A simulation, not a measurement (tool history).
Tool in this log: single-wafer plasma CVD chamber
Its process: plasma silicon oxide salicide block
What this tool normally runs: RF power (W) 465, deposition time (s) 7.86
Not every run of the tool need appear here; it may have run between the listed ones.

| run | hour | RF power (W) | deposition time (s) | wafers since the last listed run | hours since the last RF generator calibration | hours since the showerhead was replaced | hours since the gauge calibration | read-back reference wafer on the same gauge, thickness_nm | mean film thickness on the monitor wafer (nm) |
|---|---|---|---|---|---|---|---|---|---|
| 1 | 0 | 465 | 7.86 | 0 | 1500.9 | 4777.7 | 1153.7 | 64.472 | 73.709 |
| 2 | 46.2 | 465 | 7.86 | 1802 | 1547.1 | 4823.9 | 1199.9 | 64.516 | 73.769 |
| 3 | 144.8 | 465 | 7.86 | 3847 | 1645.7 | 4922.5 | 1298.5 | 64.513 | 72.809 |
| 4 | 219.5 | 465 | 7.86 | 2915 | 1720.4 | 4997.2 | 1373.2 | 64.493 | 73.495 |
| 5 | 312.7 | 465 | 7.86 | 3637 | 1813.6 | 5090.4 | 1466.4 | 64.506 | 72.902 |
|  | 325.5 | RF generator calibrated |
| 6 | 406.6 | 465 | 7.86 | 3352 | 81.1 | 5184.3 | 1560.3 | 64.507 | 74.947 |
| 7 | 700.1 | 465 | 7.86 | 11453 | 374.6 | 5477.8 | 1853.8 | 64.474 | 74.528 |
| 8 | 771.9 | 465 | 7.86 | 2801 | 446.4 | 5549.6 | 1925.6 | 64.491 | 74.549 |
| 9 | 828.1 | 465 | 7.86 | 2193 | 502.6 | 5605.8 | 1981.8 | 64.531 | 74.424 |
|  | 867.5 | gauge calibrated |
| 10 | 1023.2 | 465 | 7.86 | 7613 | 697.7 | 5800.9 | 155.7 | 64.511 | 74.364 |
|  | 1099.1 | showerhead replaced |
| 11 | 1211.7 | 465 | 7.86 | 7043 | 886.2 | 112.6 | 344.2 | 64.504 | 74.322 |
| 12 | 1314.2 | 465 | 7.86 | 4000 | 988.7 | 215.1 | 446.7 | 64.527 | 75.054 |
| 13 | 1363.5 | 465 | 7.86 | 1923 | 1038 | 264.4 | 496 | 64.5 | 74.665 |
| 14 | 1458.3 | 465 | 7.86 | 3699 | 1132.8 | 359.2 | 590.8 | 64.497 | 74.573 |
| 15 | 1547.3 | 535 | 7.86 | 3473 | 1221.8 | 448.2 | 679.8 | 64.515 | 77.095 |
| 16 | 1587.7 | 515 | 8.77 | 1576 | 1262.2 | 488.6 | 720.2 | 64.537 | 84.793 |
| 17 | 1673.5 | 515 | 8.77 | 3348 | 1348 | 574.4 | 806 | 64.466 | 84.435 |
| 18 | 1739 | 465 | 7.86 | 2556 | 1413.5 | 639.9 | 871.5 | 64.526 | 74.008 |
| 19 | 1808.6 | 465 | 7.86 | 2716 | 1483.1 | 709.5 | 941.1 | 64.549 | 73.594 |
| 20 | 1862.6 | 465 | 7.86 | 2107 | 1537.1 | 763.5 | 995.1 | 64.506 | 73.902 |
| 21 | 1967.3 | 465 | 7.86 | 4085 | 1641.8 | 868.2 | 1099.8 | 64.49 | 73.325 |
| 22 | 2023.5 | 380 | 8.43 | 2193 | 1698 | 924.4 | 1156 | 64.535 | 74.409 |
|  | 2101.5 | RF generator calibrated |
| 23 | 2226 | 395 | 8.59 | 7590 | 124.5 | 1126.9 | 1358.5 | 64.517 | 78.778 |
| 24 | 2288 | 490 | 7.31 | 2419 | 186.5 | 1188.9 | 1420.5 | 64.452 | 70.297 |
| 25 | 2391.2 | 465 | 8.73 | 4027 | 289.7 | 1292.1 | 1523.7 | 64.48 | 83.268 |
| 26 | 2454.4 | 420 | 7.86 | 2466 | 352.9 | 1355.3 | 1586.9 | 64.501 | 73.096 |
| 27 | 2588.4 | 465 | 6.51 | 5229 | 486.9 | 1489.3 | 1720.9 | 64.504 | 62.304 |
| 28 | 2669.1 | 465 | 7.86 | 3149 | 567.6 | 1570 | 1801.6 | 64.474 | 74.716 |
| 29 | 2729.2 | 465 | 7.86 | 2345 | 627.7 | 1630.1 | 1861.7 | 64.521 | 75.001 |
| 30 | 2767.4 | 465 | 7.86 | 1490 | 665.9 | 1668.3 | 1899.9 | 64.515 | 74.754 |
| 31 | 2824.1 | 465 | 6.4 | 2212 | 722.6 | 1725 | 1956.6 | 64.498 | 61.066 |
| 32 | 2868.1 | 405 | 9.2 | 1717 | 766.6 | 1769 | 2000.6 | 64.503 | 84.233 |
| 33 | 2958.9 | 515 | 8.41 | 3543 | 857.4 | 1859.8 | 2091.4 | 64.496 | 81.48 |
|  | 2980.5 | gauge calibrated |
| 34 | 3036.1 | 465 | 7.86 | 3012 | 934.6 | 1937 | 55.6 | 64.483 | 74.424 |
| 35 | 3093.3 | 465 | 8.93 | 2232 | 991.8 | 1994.2 | 112.8 | 64.56 | 84.674 |
| 36 | 3375.6 | 510 | 7.86 | 11016 | 1274.1 | 2276.5 | 395.1 | 64.524 | 76.033 |
| 37 | 3467.4 | 405 | 7.41 | 3582 | 1365.9 | 2368.3 | 486.9 | 64.499 | 67.929 |
| 38 | 3558.4 | 515 | 8.41 | 3551 | 1456.9 | 2459.3 | 577.9 | 64.549 | 81.197 |
|  | 3568.8 | RF generator calibrated |
| 39 | 3601.3 | 505 | 7.86 | 1361 | 32.5 | 2502.2 | 620.8 | 64.501 | 75.818 |
| 40 | 3649.4 | 440 | 6.65 | 1877 | 80.6 | 2550.3 | 668.9 | 64.466 | 62.22 |
| 41 | 3709 | 465 | 7.86 | 2325 | 140.2 | 2609.9 | 728.5 | 64.512 | 74.551 |
| 42 | 3793.9 | 465 | 7.86 | 3313 | 225.1 | 2694.8 | 813.4 | 64.547 | 75.173 |
| 43 | 3872.4 | 465 | 7.86 | 3063 | 303.6 | 2773.3 | 891.9 | 64.465 | 74.89 |
| 44 | 3936.4 | 465 | 7.86 | 2497 | 367.6 | 2837.3 | 955.9 | 64.488 | 74.149 |
| 45 | 4034.7 | 465 | 7.86 | 3836 | 465.9 | 2935.6 | 1054.2 | 64.493 | 74.909 |

Run-by-run hidden state of the tool:
gauge reads high (%): 0 across all the runs
H1: delivered RF power above the setpoint (%)
| run | H1 |
|---|---|
| 1 | -6.52 |
| 2 | -6.91 |
| 3 | -7.79 |
| 4 | -8.49 |
| 5 | -9.4 |
| 6 | -0.527 |
| 7 | -0.898 |
| 8 | -1.06 |
| 9 | -1.21 |
| 10 | -1.86 |
| 11 | -2.69 |
| 12 | -3.23 |
| 13 | -3.5 |
| 14 | -4.08 |
| 15 | -4.66 |
| 16 | -4.94 |
| 17 | -5.56 |
| 18 | -6.06 |
| 19 | -6.62 |
| 20 | -7.08 |
| 21 | -8 |
| 22 | -8.52 |
| 23 | -0.323 |
| 24 | -0.376 |
| 25 | -0.513 |
| 26 | -0.626 |
| 27 | -0.939 |
| 28 | -1.18 |
| 29 | -1.38 |
| 30 | -1.51 |
| 31 | -1.73 |
| 32 | -1.91 |
| 33 | -2.32 |
| 34 | -2.71 |
| 35 | -3.01 |
| 36 | -4.79 |
| 37 | -5.47 |
| 38 | -6.18 |
| 39 | -0.976 |
| 40 | -0.991 |
| 41 | -1.03 |
| 42 | -1.11 |
| 43 | -1.23 |
| 44 | -1.35 |
| 45 | -1.58 |

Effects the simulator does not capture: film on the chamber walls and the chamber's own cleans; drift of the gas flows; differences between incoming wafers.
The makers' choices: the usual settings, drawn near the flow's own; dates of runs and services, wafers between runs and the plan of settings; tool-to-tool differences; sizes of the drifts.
